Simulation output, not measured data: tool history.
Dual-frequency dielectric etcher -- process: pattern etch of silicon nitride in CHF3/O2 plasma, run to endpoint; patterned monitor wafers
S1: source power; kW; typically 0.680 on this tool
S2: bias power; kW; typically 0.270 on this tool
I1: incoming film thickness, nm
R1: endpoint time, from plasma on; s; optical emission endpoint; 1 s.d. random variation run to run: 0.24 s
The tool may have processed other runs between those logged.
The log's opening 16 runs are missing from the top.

run	hour	S1	S2	I1	R1
17	864.4	0.780	0.204	74.7	42.3
18	891.1	0.830	0.226	75.1	39.8
# hour 1081.0: upper electrode replaced
19	1081.5	0.560	0.202	75.4	49.1
20	1088.6	0.680	0.270	75.9	42.0
21	1133.4	0.580	0.299	75.1	43.2
22	1179.2	0.770	0.304	75.3	37.7
23	1206.4	0.680	0.270	75.1	41.0
# hour 1259.6: wet clean of the chamber
24	1260.1	0.850	0.219	75.1	39.9
25	1301.6	0.680	0.270	75.4	42.1
26	1366.2	0.810	0.270	75.0	38.0
27	1392.0	0.830	0.202	75.7	40.7
28	1517.6	0.800	0.300	75.4	37.4
29	1544.5	0.680	0.252	75.2	41.9
# hour 1554.3: bias power generator calibrated
# hour 1736.3: wet clean of the chamber
30	1736.8	0.740	0.331	75.7	39.3
31	1765.7	0.680	0.222	75.6	45.2
32	1832.5	0.680	0.270	75.5	42.7
33	1894.4	0.560	0.321	75.7	44.5
34	1991.7	0.680	0.270	75.6	42.3
35	2039.0	0.680	0.270	74.7	40.9
36	2101.1	0.630	0.307	75.6	41.6

3 options for the next run, each taken on its own from the tool as it stands now. Forecast them:
A	2101.5	0.680	0.270	75.4	?
B	2101.5	0.820	0.270	75.4	?
C	2101.5	0.680	0.318	75.4	?

run	R1
A	41.5
B	38.2
C	39.9
With no hidden state in the tool, these same runs would have given:
run	R1
A	42.7
B	39.3
C	41.0
